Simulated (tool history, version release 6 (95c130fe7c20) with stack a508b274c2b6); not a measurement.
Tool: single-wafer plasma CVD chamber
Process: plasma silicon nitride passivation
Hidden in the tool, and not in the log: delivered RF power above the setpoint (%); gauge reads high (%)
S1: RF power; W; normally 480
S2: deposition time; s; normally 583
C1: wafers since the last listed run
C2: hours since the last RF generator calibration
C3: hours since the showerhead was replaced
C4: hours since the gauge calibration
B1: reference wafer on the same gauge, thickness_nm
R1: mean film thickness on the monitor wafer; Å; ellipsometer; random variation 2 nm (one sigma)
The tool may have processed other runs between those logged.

Run 1, hour 0: usual settings but S2 630 s; C1 0; C2 1613.9; C3 5862.2; C4 423.3; B1 676.936. Result: R1 8832.08 Å.
Run 2, hour 35.8: usual settings but S2 630 s; C1 116; C2 1649.7; C3 5898; C4 459.1; B1 676.334. Result: R1 8807.84 Å.
Run 3, hour 77.4: usual settings but S2 539 s; C1 135; C2 1691.3; C3 5939.6; C4 500.7; B1 677.505. Result: R1 7518.42 Å.
Run 4, hour 144.5: usual settings but S2 539 s; C1 218; C2 1758.4; C3 6006.7; C4 567.8; B1 676.519. Result: R1 7530.57 Å.
Run 5, hour 234: usual settings but S2 539 s; C1 292; C2 1847.9; C3 6096.2; C4 657.3; B1 677.802. Result: R1 7544.37 Å.
Run 6, hour 276.6: usual settings but S1 445 W; C1 139; C2 1890.5; C3 6138.8; C4 699.9; B1 677.571. Result: R1 7979.74 Å.
Run 7, hour 303.5: usual settings; C1 87; C2 1917.4; C3 6165.7; C4 726.8; B1 677.814. Result: R1 8161.36 Å.
Run 8, hour 334: usual settings; C1 99; C2 1947.9; C3 6196.2; C4 757.3; B1 677.052. Result: R1 8177.23 Å.
Run 9, hour 359.5: usual settings; C1 83; C2 1973.4; C3 6221.7; C4 782.8; B1 678.011. Result: R1 8175.66 Å.
Run 10, hour 429.1: usual settings; C1 227; C2 2043; C3 6291.3; C4 852.4; B1 678.071. Result: R1 8185.77 Å.
Run 11, hour 500.4: usual settings; C1 232; C2 2114.3; C3 6362.6; C4 923.7; B1 678.384. Result: R1 8152.51 Å.
Run 12, hour 531.3: usual settings but S1 385 W, S2 521 s; C1 100; C2 2145.2; C3 6393.5; C4 954.6; B1 678.721. Result: R1 6739.12 Å.
Run 13, hour 589.2: usual settings; C1 188; C2 2203.1; C3 6451.4; C4 1012.5; B1 677.881. Result: R1 8183.56 Å.
Run 14, hour 640.2: usual settings but S1 390 W, S2 548 s; C1 166; C2 2254.1; C3 6502.4; C4 1063.5; B1 678.36. Result: R1 7153.24 Å.
Run 15, hour 680.4: usual settings but S1 390 W, S2 642 s; C1 131; C2 2294.3; C3 6542.6; C4 1103.7; B1 678.179. Result: R1 8364.15 Å.
At hour 707: showerhead replaced.
Run 16, hour 711.8: usual settings; C1 76; C2 2325.7; C3 4.8; C4 1135.1; B1 678.687. Result: R1 8185.1 Å.
At hour 868: RF generator calibrated.
At hour 889.8: gauge calibrated.
Run 17, hour 916.3: usual settings but S1 395 W, S2 699 s; C1 641; C2 48.3; C3 209.3; C4 26.5; B1 672.708. Result: R1 9103.14 Å.
Run 18, hour 984.1: usual settings but S2 539 s; C1 221; C2 116.1; C3 277.1; C4 94.3; B1 674.323. Result: R1 7488.76 Å.
Run 19, hour 1029.8: usual settings but S1 405 W, S2 515 s; C1 149; C2 161.8; C3 322.8; C4 140; B1 674.925. Result: R1 6764.1 Å.
Run 20, hour 1085.2: usual settings but S2 543 s; C1 180; C2 217.2; C3 378.2; C4 195.4; B1 675.913. Result: R1 7571.69 Å.
Run 21, hour 1151.7: usual settings but S1 390 W, S2 479 s; C1 217; C2 283.7; C3 444.7; C4 261.9; B1 675.788. Result: R1 6197.27 Å.

Describe how what the log doesn't record of the tool's condition differs between the last listed run preceding each entry between runs and the first listed run following it.
Logged between run 15 and run 16: showerhead replaced (hour 707)
  gauge reads high (%): 0.964 -> 0.97
  measured less the result without the state, R1: +79.9 -> +78.6 Å
Logged between run 16 and run 17: RF generator calibrated (hour 868); gauge calibrated (hour 889.8)
  gauge reads high (%): 0.97 -> 0.2
  measured less the result without the state, R1: +78.6 -> +18.13 Å
